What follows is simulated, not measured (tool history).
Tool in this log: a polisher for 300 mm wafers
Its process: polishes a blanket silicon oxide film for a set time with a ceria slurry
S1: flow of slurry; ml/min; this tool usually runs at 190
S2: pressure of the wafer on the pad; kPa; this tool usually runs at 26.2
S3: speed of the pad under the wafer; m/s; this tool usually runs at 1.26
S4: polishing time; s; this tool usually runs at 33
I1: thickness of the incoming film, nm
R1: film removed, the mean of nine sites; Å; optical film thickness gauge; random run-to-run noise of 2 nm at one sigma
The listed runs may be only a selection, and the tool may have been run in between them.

run   hour   S1    S2    S3  S4      I1    R1
  1    0.0  225  26.2  1.26  33   985.8  1965
  2   32.4  225  26.2  1.26  33   990.1  1956
      36.9  -- slurry nozzle cleaned
      51.8  -- worn pad replaced by a new one
  3   52.3  225  26.2  1.26  33   979.8  2070
  4   66.6  190  26.2  1.26  33   990.9  2010
  5   95.2  190  26.2  1.26  33   977.9  1968
  6  126.1  190  26.2  1.26  33   980.3  1968
  7  152.7  210  26.2  1.26  33   985.5  1981
  8  173.4  210  26.2  1.26  33  1010.5  2010
     204.7  -- worn pad replaced by a new one
  9  205.2  210  26.2  1.26  33   998.3  1957
 10  239.1  190  26.2  1.26  33   968.8  1937
 11  270.1  190  26.2  1.26  33   984.8  1904
 12  290.2  190  26.2  1.26  33   981.4  1935
     337.7  -- head pressure recalibrated
     358.5  -- worn pad replaced by a new one
 13  391.9  190  26.2  1.26  30   982.4  1726
     397.4  -- slurry nozzle cleaned
 14  406.5  190  26.2  1.26  33  1009.4  1748
 15  438.2  190  26.2  1.66  33   978.1  2282
 16  456.7  170  17.9  1.56  33   986.9  1391
 17  469.4  210  29.0  0.92  33   971.0  1407
 18  487.7  190  35.2  1.26  33   977.3  2261
     494.5  -- slurry nozzle cleaned, repeated, since the last time left the tool worse
     506.3  -- worn pad replaced by a new one
 19  519.0  140  33.8  1.26  43  1005.9  3109
 20  531.4  215  26.2  1.26  33   999.0  1962
 21  566.4  190  22.8  1.26  33   972.5  1703
 22  597.3  190  26.2  1.26  33   992.2  1982
 23  609.5  190  26.2  1.26  33   988.1  1939
     633.7  -- worn pad replaced by a new one
 24  634.8  190  26.2  1.46  33   995.4  2232
 25  648.2  190  29.0  0.86  33   994.3  1454
 26  676.9  190  32.4  1.26  44   984.1  3156
 27  703.7  135  26.2  1.26  33   977.5  1802

Hidden state or all else? Some run-to-run changes of R1, split into what the settings, what came in and random variation would give without the hidden state, and what is left for the hidden state (with any gauge scatter that isn't in both results):
The hidden state here: removal rate lost through wear of the pad, %; slurry flow missing at the pad, %; deviation of the head's pressure from its setpoint, %.
Run 17 -> 18: S1 210 -> 190, S2 29.0 -> 35.2, S3 0.92 -> 1.26. R1 +854 Å: hidden state -189, all else +1043.
Run 18 -> 19: S1 190 -> 140, S2 35.2 -> 33.8, S4 33 -> 43, slurry nozzle cleaned, repeated, since the last time left the tool worse, worn pad replaced by a new one. R1 +848 Å: hidden state +381, all else +467.
Run 25 -> 26: S2 29.0 -> 32.4, S3 0.86 -> 1.26, S4 33 -> 44. R1 +1702 Å: hidden state -45, all else +1747.
Run 26 -> 27: S1 190 -> 135, S2 32.4 -> 26.2, S4 44 -> 33. R1 -1354 Å: hidden state +5, all else -1359.
